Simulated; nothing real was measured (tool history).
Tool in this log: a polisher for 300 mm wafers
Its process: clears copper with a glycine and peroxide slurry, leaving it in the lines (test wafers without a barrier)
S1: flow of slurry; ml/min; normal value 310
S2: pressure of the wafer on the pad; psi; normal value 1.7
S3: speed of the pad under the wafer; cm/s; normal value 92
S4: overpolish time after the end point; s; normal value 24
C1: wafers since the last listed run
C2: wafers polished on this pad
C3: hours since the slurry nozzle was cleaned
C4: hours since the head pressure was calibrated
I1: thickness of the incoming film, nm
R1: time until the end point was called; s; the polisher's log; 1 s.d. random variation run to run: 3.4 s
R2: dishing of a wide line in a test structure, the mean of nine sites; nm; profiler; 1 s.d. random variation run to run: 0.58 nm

run 1 hour=0 | S1=310 S2=1.7 S3=80 S4=24 | C1=0 C2=517 C3=222.8 C4=745.7 | I1=485.2 | R1=214.4 R2=42
-- hour=13.8 slurry nozzle cleaned
run 2 hour=55.6 | S1=310 S2=1.7 S3=80 S4=24 | C1=423 C2=941 C3=41.8 C4=801.3 | I1=486.5 | R1=210 R2=42.3
run 3 hour=120 | S1=310 S2=1.7 S3=80 S4=24 | C1=499 C2=1440 C3=106.2 C4=865.7 | I1=492.7 | R1=217.2 R2=41.1
run 4 hour=177.7 | S1=310 S2=1.7 S3=92 S4=24 | C1=447 C2=1887 C3=163.9 C4=923.4 | I1=483.9 | R1=194.1 R2=44.9
-- hour=188.8 worn pad replaced by a new one
run 5 hour=239.8 | S1=310 S2=1.7 S3=92 S4=24 | C1=450 C2=395 C3=226 C4=985.5 | I1=496.2 | R1=199.2 R2=45.1
-- hour=274.7 slurry nozzle cleaned
run 6 hour=296.1 | S1=310 S2=1.7 S3=92 S4=24 | C1=428 C2=823 C3=21.4 C4=1041.8 | I1=488 | R1=199.3 R2=44.8
run 7 hour=323.8 | S1=310 S2=2.1 S3=92 S4=24 | C1=214 C2=1038 C3=49.1 C4=1069.5 | I1=493 | R1=172.8 R2=51.3
run 8 hour=372.8 | S1=310 S2=2.1 S3=92 S4=24 | C1=379 C2=1418 C3=98.1 C4=1118.5 | I1=497 | R1=177.2 R2=51.4
run 9 hour=397.6 | S1=310 S2=2.1 S3=92 S4=24 | C1=192 C2=1610 C3=122.9 C4=1143.3 | I1=494.5 | R1=174 R2=50.6
-- hour=422.5 worn pad replaced by a new one
run 10 hour=431.3 | S1=310 S2=1.7 S3=92 S4=33 | C1=230 C2=68 C3=156.6 C4=1177 | I1=493.5 | R1=199.1 R2=58.1
-- hour=497.4 slurry nozzle cleaned
run 11 hour=503.1 | S1=310 S2=1.7 S3=78 S4=24 | C1=548 C2=617 C3=5.7 C4=1248.8 | I1=491 | R1=223.7 R2=39
run 12 hour=538.8 | S1=310 S2=1.4 S3=92 S4=24 | C1=276 C2=894 C3=41.4 C4=1284.5 | I1=493.5 | R1=229.2 R2=38.7
run 13 hour=591 | S1=310 S2=2 S3=110 S4=32 | C1=404 C2=1298 C3=93.6 C4=1336.7 | I1=491.4 | R1=157.7 R2=66.7
-- hour=612.3 head pressure recalibrated
run 14 hour=619.4 | S1=310 S2=2.1 S3=92 S4=24 | C1=204 C2=1503 C3=122 C4=7.1 | I1=491.1 | R1=159.3 R2=54.4
-- hour=652.3 worn pad replaced by a new one
run 15 hour=667.1 | S1=310 S2=1.1 S3=120 S4=24 | C1=338 C2=114 C3=169.7 C4=54.8 | I1=486.4 | R1=205.2 R2=41.7
run 16 hour=701.7 | S1=310 S2=2 S3=92 S4=24 | C1=268 C2=383 C3=204.3 C4=89.4 | I1=488.1 | R1=159.3 R2=52.7
-- hour=726.2 slurry nozzle cleaned
run 17 hour=769.6 | S1=310 S2=1.7 S3=92 S4=24 | C1=518 C2=901 C3=43.4 C4=157.3 | I1=486.2 | R1=189.7 R2=46.4
run 18 hour=821.4 | S1=310 S2=1.7 S3=92 S4=24 | C1=401 C2=1303 C3=95.2 C4=209.1 | I1=488 | R1=189 R2=46.6
-- hour=866.4 worn pad replaced by a new one
run 19 hour=882.2 | S1=310 S2=1.7 S3=92 S4=24 | C1=440 C2=122 C3=156 C4=269.9 | I1=482.8 | R1=189.6 R2=45.9
run 20 hour=911.1 | S1=310 S2=2.3 S3=92 S4=31 | C1=224 C2=346 C3=184.9 C4=298.8 | I1=490.4 | R1=151.4 R2=69.3
-- hour=927.6 slurry nozzle cleaned
run 21 hour=951.4 | S1=310 S2=2.1 S3=106 S4=24 | C1=304 C2=650 C3=23.8 C4=339.1 | I1=481.1 | R1=145.6 R2=57.4
-- hour=1072.9 worn pad replaced by a new one
-- hour=1149.3 slurry nozzle cleaned
run 22 hour=1153 | S1=310 S2=1.4 S3=72 S4=34 | C1=1524 C2=613 C3=3.7 C4=540.7 | I1=496 | R1=254.6 R2=48.4

What if the next run were any one of these 5? Each begins from the tool's condition after run 22:
run A hour=1153.5 | S1=310 S2=1.7 S3=92 S4=24 | C1=3 C2=617 C3=4.2 C4=541.2 | I1=490.5 | R1=? R2=?
run B hour=1153.5 | S1=250 S2=1.7 S3=92 S4=24 | C1=3 C2=617 C3=4.2 C4=541.2 | I1=490.5 | R1=? R2=?
run C hour=1153.5 | S1=380 S2=2.2 S3=92 S4=12 | C1=3 C2=617 C3=4.2 C4=541.2 | I1=490.5 | R1=? R2=?
run D hour=1153.5 | S1=235 S2=2.3 S3=60 S4=10 | C1=3 C2=617 C3=4.2 C4=541.2 | I1=490.5 | R1=? R2=?
run E hour=1153.5 | S1=350 S2=1.7 S3=92 S4=12 | C1=3 C2=617 C3=4.2 C4=541.2 | I1=490.5 | R1=? R2=?

run=A R1=189.9 R2=46.3
run=B R1=194.4 R2=45.4
run=C R1=154.1 R2=30.5
run=D R1=214.1 R2=19
run=E R1=187.9 R2=25.3
Without the tool's unlogged condition, the same runs would have read:
run=A R1=185.2 R2=47.4
run=B R1=189.6 R2=46.4
run=C R1=150 R2=31.2
run=D R1=208.9 R2=19.5
run=E R1=183.2 R2=25.9
